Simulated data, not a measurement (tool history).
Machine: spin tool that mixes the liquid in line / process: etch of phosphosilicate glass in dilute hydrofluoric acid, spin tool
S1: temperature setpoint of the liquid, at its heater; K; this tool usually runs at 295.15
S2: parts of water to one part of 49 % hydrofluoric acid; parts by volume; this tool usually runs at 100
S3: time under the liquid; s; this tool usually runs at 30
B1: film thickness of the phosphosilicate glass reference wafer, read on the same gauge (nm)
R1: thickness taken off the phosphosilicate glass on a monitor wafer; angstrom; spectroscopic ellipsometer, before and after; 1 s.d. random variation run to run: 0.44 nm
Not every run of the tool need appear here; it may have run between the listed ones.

| run | day | S1 | S2 | S3 | B1 | R1 |
|---|---|---|---|---|---|---|
| 1 | 0.000 | 295.15 | 100 | 30 | 70.00 | 453.4 |
| 2 | 2.550 | 295.15 | 100 | 30 | 69.98 | 456.1 |
| 3 | 4.529 | 295.15 | 100 | 30 | 69.98 | 449.6 |
| 4 | 6.762 | 295.15 | 100 | 30 | 70.01 | 453.5 |
| 5 | 8.808 | 291.15 | 120 | 30 | 70.03 | 315.5 |
| 6 | 10.167 | 291.15 | 120 | 30 | 70.00 | 314.0 |
| 7 | 11.567 | 291.15 | 120 | 30 | 70.02 | 311.4 |
| 8 | 13.688 | 296.65 | 100 | 30 | 70.00 | 478.0 |
| 9 | 16.642 | 296.65 | 100 | 30 | 70.00 | 477.9 |
| 10 | 18.788 | 296.65 | 100 | 30 | 69.99 | 474.7 |
| 11 | 20.562 | 295.15 | 100 | 30 | 69.97 | 443.3 |
| 12 | 22.042 | 295.15 | 100 | 30 | 69.99 | 453.5 |
| 13 | 29.750 | 295.15 | 100 | 30 | 69.99 | 443.9 |
| 14 | 32.300 | 295.15 | 100 | 45 | 70.03 | 659.2 |
| 15 | 35.388 | 298.65 | 70 | 40 | 69.99 | 1012.6 |
|  | 37.783 | gauge calibrated |
| 16 | 38.275 | 295.15 | 100 | 30 | 69.99 | 434.8 |
| 17 | 41.258 | 291.65 | 125 | 50 | 70.00 | 489.0 |
|  | 43.008 | thermometer replaced |
| 18 | 49.783 | 291.15 | 120 | 15 | 69.99 | 165.6 |
| 19 | 51.450 | 291.65 | 100 | 15 | 69.99 | 206.8 |
|  | 52.142 | hydrofluoric acid flow meter replaced |
| 20 | 53.712 | 295.15 | 100 | 30 | 70.01 | 478.3 |
| 21 | 55.154 | 291.65 | 70 | 25 | 69.99 | 509.9 |
| 22 | 59.738 | 295.15 | 125 | 30 | 70.00 | 369.6 |
| 23 | 61.196 | 297.15 | 135 | 45 | 70.03 | 541.6 |
| 24 | 64.150 | 295.15 | 100 | 45 | 69.97 | 707.0 |
| 25 | 66.146 | 291.65 | 75 | 35 | 70.00 | 640.6 |
| 26 | 68.383 | 293.15 | 120 | 20 | 70.01 | 234.2 |
| 27 | 71.012 | 295.15 | 100 | 30 | 69.97 | 466.3 |
| 28 | 72.992 | 295.15 | 100 | 30 | 70.02 | 469.6 |
| 29 | 74.825 | 295.15 | 100 | 30 | 70.03 | 470.9 |
| 30 | 76.579 | 298.65 | 55 | 20 | 69.99 | 681.3 |

Run 31 comes next. What will it give?
| 31 | 79.108 | 295.15 | 100 | 30 | ? | ? |

Run 31 yielded B1 70.00, R1 470.3 angstrom.
If the tool had no hidden condition, the same run with the same run-to-run variation would have returned R1 489.4 angstrom.

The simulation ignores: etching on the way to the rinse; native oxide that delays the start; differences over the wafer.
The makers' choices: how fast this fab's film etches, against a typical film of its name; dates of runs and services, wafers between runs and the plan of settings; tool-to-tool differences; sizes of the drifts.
